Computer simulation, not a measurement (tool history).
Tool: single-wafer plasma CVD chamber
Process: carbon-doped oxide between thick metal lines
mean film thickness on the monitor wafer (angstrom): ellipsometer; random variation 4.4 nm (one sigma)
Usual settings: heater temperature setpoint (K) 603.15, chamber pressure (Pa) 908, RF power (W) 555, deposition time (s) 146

run	hour	heater temperature setpoint (K)	chamber pressure (Pa)	RF power (W)	deposition time (s)	read-back reference wafer on the same gauge, thickness_nm	mean film thickness on the monitor wafer (angstrom)
1	0.0	603.15	908	555	146	1042.811	8709.45
2	101.0	603.15	908	555	146	1044.415	8767.42
3	146.1	603.15	908	555	146	1045.765	8821.58
4	226.7	603.15	908	555	131	1047.563	7905.78
5	305.3	603.15	908	555	131	1050.524	7916.67
6	348.7	603.15	908	555	131	1053.269	7919.46
7	579.4	603.15	1035	555	146	1066.182	8943.28
# hour 607.9: RF generator calibrated
8	640.2	603.15	1035	555	146	1071.131	9161.86
# hour 658.0: thermocouple changed; heater temperature recalibrated
9	729.9	603.15	908	555	146	1077.516	9111.71
10	800.7	603.15	908	555	146	1084.588	9082.27
# hour 836.4: gauge calibrated
# hour 912.9: showerhead replaced
11	1042.9	603.15	908	555	146	1049.383	8784.08
# hour 1116.4: capacitance manometer re-zeroed and calibrated
12	1116.9	603.15	908	555	156	1051.589	9471.72
13	1167.6	603.15	833	515	146	1053.009	8331.34
14	1223.9	603.15	908	660	146	1054.503	10261.19
15	1317.5	608.15	1048	555	134	1058.464	8075.31
16	1363.4	603.15	908	555	146	1060.118	8929.52
17	1447.3	603.15	749	555	146	1066.217	8848.43
18	1531.7	603.15	908	555	137	1071.129	8458.88
19	1610.8	618.15	908	650	146	1076.016	9912.62

3 ways to go on from here, each from the tool as it stands after run 19. What would each give?
A	1611.2	603.15	908	555	146	?	?
B	1611.2	608.15	737	555	146	?	?
C	1611.2	616.15	1099	490	138	?	?

run	read-back reference wafer on the same gauge, thickness_nm	mean film thickness on the monitor wafer (angstrom)
A	1075.892	9078.38
B	1075.892	8825.17
C	1075.892	7434.96
Without the tool's hidden state the same runs would have given:
run	mean film thickness on the monitor wafer (angstrom)
A	8782.43
B	8537.48
C	7192.58

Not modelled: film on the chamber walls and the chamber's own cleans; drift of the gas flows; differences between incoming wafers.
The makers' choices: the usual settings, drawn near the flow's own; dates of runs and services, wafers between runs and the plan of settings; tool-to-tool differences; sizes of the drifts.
